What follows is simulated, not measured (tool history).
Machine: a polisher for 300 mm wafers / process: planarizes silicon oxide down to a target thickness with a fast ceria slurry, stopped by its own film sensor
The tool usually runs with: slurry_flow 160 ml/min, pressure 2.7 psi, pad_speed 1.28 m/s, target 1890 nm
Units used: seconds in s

run	day	slurry_flow	pressure	pad_speed	target	incoming thickness of the incoming film, nm	seconds
1	0.000	175	2.7	1.28	1890	3281.7	84.5
2	1.771	160	2.7	1.28	1890	3315.6	86.9
3	3.575	160	2.7	1.28	1890	3219.0	83.5
# day 4.600: worn pad replaced by a new one
4	5.612	160	2.7	1.28	1890	3266.3	73.1
5	7.496	160	2.7	1.28	1890	3281.9	80.2
6	9.938	160	2.7	1.28	1890	3286.7	81.3
7	12.438	160	2.7	1.28	1890	3272.0	80.3
# day 16.471: worn pad replaced by a new one
8	16.538	160	2.7	1.28	1890	3240.8	76.3
9	20.588	160	2.7	1.28	1890	3233.8	79.0
10	23.767	160	2.1	1.28	1890	3219.6	94.6
# day 26.758: head pressure recalibrated
# day 27.121: slurry nozzle cleaned
11	27.796	185	2.7	1.28	1890	3241.8	84.9
# day 29.450: worn pad replaced by a new one
12	29.579	175	2.7	1.06	1890	3245.3	86.4
13	32.804	175	2.7	1.28	1890	3242.4	77.1
14	35.417	160	2.1	1.28	1890	3243.1	95.1
15	39.079	115	2.7	1.54	1890	3303.7	73.0
16	42.392	180	2.7	1.50	1890	3299.1	74.7
# day 42.742: worn pad replaced by a new one
17	44.171	160	2.7	1.28	1890	3247.9	75.4
18	50.642	145	2.7	1.04	1890	3265.7	100.1
# day 53.008: worn pad replaced by a new one
19	53.371	160	2.7	1.44	1890	3326.6	70.2
20	55.567	160	3.4	1.28	1890	3249.8	60.5
# day 58.338: head pressure recalibrated
21	59.333	160	2.7	1.00	2216	3222.4	74.5

Same runs, no hidden state in the tool, same run-to-run variation:
Hidden state present: removal rate lost through wear of the pad, %; slurry flow missing at the pad, %; deviation of the head's pressure from its setpoint, %.
run	seconds
1	76.8
2	77.5
3	72.9
4	71.8
5	77.3
6	76.4
7	73.4
8	74.4
9	73.7
10	85.3
11	73.1
12	85.4
13	73.7
14	88.4
15	65.2
16	64.2
17	72.6
18	89.7
19	69.6
20	58.6
21	69.4

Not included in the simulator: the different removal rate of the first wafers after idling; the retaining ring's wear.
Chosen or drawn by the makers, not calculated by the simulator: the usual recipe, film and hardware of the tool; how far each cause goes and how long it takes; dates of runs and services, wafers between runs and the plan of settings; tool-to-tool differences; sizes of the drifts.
